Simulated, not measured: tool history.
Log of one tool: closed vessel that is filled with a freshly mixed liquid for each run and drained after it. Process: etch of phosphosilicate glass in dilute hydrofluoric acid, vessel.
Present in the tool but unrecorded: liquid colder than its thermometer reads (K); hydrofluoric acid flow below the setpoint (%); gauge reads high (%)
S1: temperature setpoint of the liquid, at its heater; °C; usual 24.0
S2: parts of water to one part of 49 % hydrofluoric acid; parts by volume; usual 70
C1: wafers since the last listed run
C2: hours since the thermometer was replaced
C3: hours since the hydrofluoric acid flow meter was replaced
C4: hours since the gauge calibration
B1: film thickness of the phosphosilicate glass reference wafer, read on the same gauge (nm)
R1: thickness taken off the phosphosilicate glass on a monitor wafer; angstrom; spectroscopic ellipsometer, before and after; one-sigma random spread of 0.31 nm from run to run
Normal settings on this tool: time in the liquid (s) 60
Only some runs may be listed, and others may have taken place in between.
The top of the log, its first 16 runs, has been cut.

-- hour=204.2 thermometer replaced
run 17 hour=205.3 | S1=24.0 S2=70 time_in_the_liquid_(s)=60 | C1=976 C2=1.1 C3=191.9 C4=14.6 | B1=60.01 | R1=992.9
run 18 hour=218.0 | S1=24.0 S2=70 time_in_the_liquid_(s)=60 | C1=1148 C2=13.8 C3=204.6 C4=27.3 | B1=59.98 | R1=984.6
run 19 hour=226.0 | S1=24.0 S2=70 time_in_the_liquid_(s)=95 | C1=723 C2=21.8 C3=212.6 C4=35.3 | B1=60.01 | R1=1572.9
run 20 hour=235.6 | S1=24.0 S2=40 time_in_the_liquid_(s)=60 | C1=868 C2=31.4 C3=222.2 C4=44.9 | B1=59.97 | R1=1797.1
run 21 hour=251.4 | S1=24.0 S2=70 time_in_the_liquid_(s)=60 | C1=1428 C2=47.2 C3=238.0 C4=60.7 | B1=59.96 | R1=985.8
run 22 hour=269.3 | S1=25.5 S2=55 time_in_the_liquid_(s)=95 | C1=1618 C2=65.1 C3=255.9 C4=78.6 | B1=60.00 | R1=2151.3
run 23 hour=275.5 | S1=24.0 S2=80 time_in_the_liquid_(s)=40 | C1=560 C2=71.3 C3=262.1 C4=84.8 | B1=60.02 | R1=567.9
run 24 hour=286.4 | S1=24.0 S2=70 time_in_the_liquid_(s)=60 | C1=985 C2=82.2 C3=273.0 C4=95.7 | B1=60.00 | R1=985.8
run 25 hour=301.7 | S1=24.0 S2=70 time_in_the_liquid_(s)=90 | C1=1383 C2=97.5 C3=288.3 C4=111.0 | B1=59.98 | R1=1480.1
run 26 hour=315.0 | S1=24.0 S2=70 time_in_the_liquid_(s)=60 | C1=1202 C2=110.8 C3=301.6 C4=124.3 | B1=59.97 | R1=983.4
run 27 hour=327.1 | S1=24.0 S2=70 time_in_the_liquid_(s)=60 | C1=1094 C2=122.9 C3=313.7 C4=136.4 | B1=60.00 | R1=982.7
run 28 hour=342.4 | S1=24.0 S2=70 time_in_the_liquid_(s)=60 | C1=1383 C2=138.2 C3=329.0 C4=151.7 | B1=59.99 | R1=982.7
run 29 hour=356.6 | S1=26.0 S2=45 time_in_the_liquid_(s)=75 | C1=1284 C2=152.4 C3=343.2 C4=165.9 | B1=60.01 | R1=2138.4
run 30 hour=365.9 | S1=29.0 S2=105 time_in_the_liquid_(s)=70 | C1=841 C2=161.7 C3=352.5 C4=175.2 | B1=59.98 | R1=882.6
run 31 hour=375.6 | S1=20.5 S2=35 time_in_the_liquid_(s)=30 | C1=877 C2=171.4 C3=362.2 C4=184.9 | B1=59.99 | R1=891.3

Here are 5 independent what-if runs from the current tool condition. What would each one return?
run A hour=376.3 | S1=24.0 S2=50 time_in_the_liquid_(s)=60 | C1=63 C2=172.1 C3=362.9 C4=185.6 | B1=? | R1=?
run B hour=376.3 | S1=25.5 S2=70 time_in_the_liquid_(s)=60 | C1=63 C2=172.1 C3=362.9 C4=185.6 | B1=? | R1=?
run C hour=376.3 | S1=22.5 S2=55 time_in_the_liquid_(s)=60 | C1=63 C2=172.1 C3=362.9 C4=185.6 | B1=? | R1=?
run D hour=376.3 | S1=20.5 S2=50 time_in_the_liquid_(s)=35 | C1=63 C2=172.1 C3=362.9 C4=185.6 | B1=? | R1=?
run E hour=376.3 | S1=20.5 S2=80 time_in_the_liquid_(s)=35 | C1=63 C2=172.1 C3=362.9 C4=185.6 | B1=? | R1=?

run=A B1=60.00 R1=1411.5
run=B B1=60.00 R1=1042.8
run=C B1=60.00 R1=1198.3
run=D B1=60.00 R1=711.6
run=E B1=60.00 R1=428.8
With the hidden condition removed and each run's random variation left untouched, the same runs would have given:
run=A R1=1446.1
run=B R1=1068.9
run=C R1=1227.7
run=D R1=728.9
run=E R1=439.6

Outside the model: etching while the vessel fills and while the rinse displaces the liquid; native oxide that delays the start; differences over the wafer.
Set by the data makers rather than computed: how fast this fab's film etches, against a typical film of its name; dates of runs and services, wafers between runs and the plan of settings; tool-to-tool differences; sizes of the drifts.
